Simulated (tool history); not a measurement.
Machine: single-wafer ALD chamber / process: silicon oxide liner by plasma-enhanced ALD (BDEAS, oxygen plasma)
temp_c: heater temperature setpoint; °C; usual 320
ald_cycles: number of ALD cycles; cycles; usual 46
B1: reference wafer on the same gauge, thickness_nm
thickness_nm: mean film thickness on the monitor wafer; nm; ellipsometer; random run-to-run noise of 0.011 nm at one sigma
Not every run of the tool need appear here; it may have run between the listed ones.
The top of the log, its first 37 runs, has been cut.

Run 38, day 15.883: usual settings but ald_cycles 53 cycles; B1 3.893. Result: thickness_nm 4.936 nm.
Run 39, day 16.221: usual settings but temp_c 325 °C, ald_cycles 38 cycles; B1 3.896. Result: thickness_nm 3.512 nm.
Run 40, day 16.717: usual settings; B1 3.891. Result: thickness_nm 4.261 nm.
Run 41, day 17.462: usual settings but temp_c 307 °C, ald_cycles 40 cycles; B1 3.893. Result: thickness_nm 3.820 nm.
Run 42, day 18.075: usual settings; B1 3.886. Result: thickness_nm 4.282 nm.
Run 43, day 18.733: usual settings but temp_c 316 °C; B1 3.889. Result: thickness_nm 4.291 nm.
Run 44, day 19.025: usual settings; B1 3.887. Result: thickness_nm 4.273 nm.
Run 45, day 19.321: usual settings but temp_c 326 °C, ald_cycles 49 cycles; B1 3.890. Result: thickness_nm 4.481 nm.

Consider 3 possible next runs. They are alternatives, not a sequence: every one starts from the tool as it was left by run 45. What does each give?
Run A, day 19.342: usual settings; B1 ?. Result: thickness_nm ?.
Run B, day 19.342: usual settings but temp_c 315 °C, ald_cycles 55 cycles; B1 ?. Result: thickness_nm ?.
Run C, day 19.342: usual settings but temp_c 310 °C; B1 ?. Result: thickness_nm ?.

run     B1  thickness_nm
  A  3.887         4.257
  B  3.887         5.131
  C  3.887         4.327
With the hidden condition removed and each run's random variation left untouched, the same runs would have given:
run  thickness_nm
  A         4.303
  B         5.188
  C         4.374
